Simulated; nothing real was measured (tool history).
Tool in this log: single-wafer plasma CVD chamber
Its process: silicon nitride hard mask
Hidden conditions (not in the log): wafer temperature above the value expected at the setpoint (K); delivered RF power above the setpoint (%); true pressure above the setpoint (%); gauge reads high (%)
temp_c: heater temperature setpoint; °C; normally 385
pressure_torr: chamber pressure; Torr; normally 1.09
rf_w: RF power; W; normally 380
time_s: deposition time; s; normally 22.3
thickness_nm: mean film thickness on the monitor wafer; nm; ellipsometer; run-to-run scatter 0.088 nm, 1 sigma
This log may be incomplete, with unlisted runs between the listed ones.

run	hour	temp_c	pressure_torr	rf_w	time_s	wafers since the last listed run	hours since the last thermocouple change	hours since the last RF generator calibration	hours since the last manometer calibration	hours since the showerhead was replaced	hours since the gauge calibration	read-back reference wafer on the same gauge, thickness_nm	thickness_nm
1	0	385	1.09	380	22.3	0	795.3	610.4	372.6	3745.4	1630.2	21.201	23.657
2	101.7	385	1.09	380	22.3	2797	897	712.1	474.3	3847.1	1731.9	21.194	23.697
3	156.7	385	1.09	420	22.3	1512	952	767.1	529.3	3902.1	1786.9	21.166	24.612
# hour 225.2: thermocouple changed; heater temperature recalibrated
4	225.7	385	1.09	420	22.3	1678	0.5	836.1	598.3	3971.1	1855.9	21.208	24.465
5	321.6	377	1.09	380	24	2638	96.4	932	694.2	4067	1951.8	21.218	25.257
6	386.8	385	1.09	380	22.3	1793	161.6	997.2	759.4	4132.2	2017	21.239	23.387
7	443.1	385	1.09	380	22.3	1548	217.9	1053.5	815.7	4188.5	2073.3	21.203	23.3
8	493.4	385	1.09	380	22.3	1383	268.2	1103.8	866	4238.8	2123.6	21.179	23.29
9	561.9	385	1.09	380	22.3	1884	336.7	1172.3	934.5	4307.3	2192.1	21.248	23.331
10	640.4	385	1.09	380	22.3	2159	415.2	1250.8	1013	4385.8	2270.6	21.206	23.237
11	725.5	385	1.09	380	22.3	2341	500.3	1335.9	1098.1	4470.9	2355.7	21.21	23.136
# hour 754.9: gauge calibrated
12	824.3	385	1.09	380	19.2	2717	599.1	1434.7	1196.9	4569.7	69.4	21.227	19.857
13	907.2	385	1.09	380	20.9	2280	682	1517.6	1279.8	4652.6	152.3	21.191	21.482
14	982.1	385	1.09	325	22.3	2060	756.9	1592.5	1354.7	4727.5	227.2	21.169	21.5
15	1109	385	1.33	380	26.3	3490	883.8	1719.4	1481.6	4854.4	354.1	21.213	29.195
16	1184.4	379	1.36	380	24.2	2074	959.2	1794.8	1557	4929.8	429.5	21.234	27.251
# hour 1240.4: showerhead replaced
# hour 1240.6: thermocouple changed; heater temperature recalibrated
# hour 1242.2: capacitance manometer re-zeroed and calibrated
17	1261.4	385	1.26	380	22.3	1848	20.8	1871.8	19.2	21	506.5	21.225	24.948
18	1301.6	390	1.09	380	20.3	1105	61	1912	59.4	61.2	546.7	21.186	20.972
# hour 1334.7: RF generator calibrated
19	1406	375	1.21	440	26.7	2651	165.4	71.3	163.8	165.6	651.1	21.2	32.15
20	1462.6	385	1.09	380	22.3	1557	222	127.9	220.4	222.2	707.7	21.185	23.953
21	1561.6	385	1.09	380	22.3	2723	321	226.9	319.4	321.2	806.7	21.21	23.831
22	1847.2	380	0.94	445	22.3	7856	606.6	512.5	605	606.8	1092.3	21.253	23.213
23	1922	385	1.09	380	26.3	2057	681.4	587.3	679.8	681.6	1167.1	21.19	28.053

Estimate the outcome of run 24 from the log above:
24	2003.5	372	0.99	380	19.7	2241	762.9	668.8	761.3	763.1	1248.6	?	?

{"run 24": {"read-back reference wafer on the same gauge, thickness_nm": 21.21, "thickness_nm": 20.044}}
On a tool with no hidden condition, and with the same random variation, this run would have come out at thickness_nm 20.557 nm.
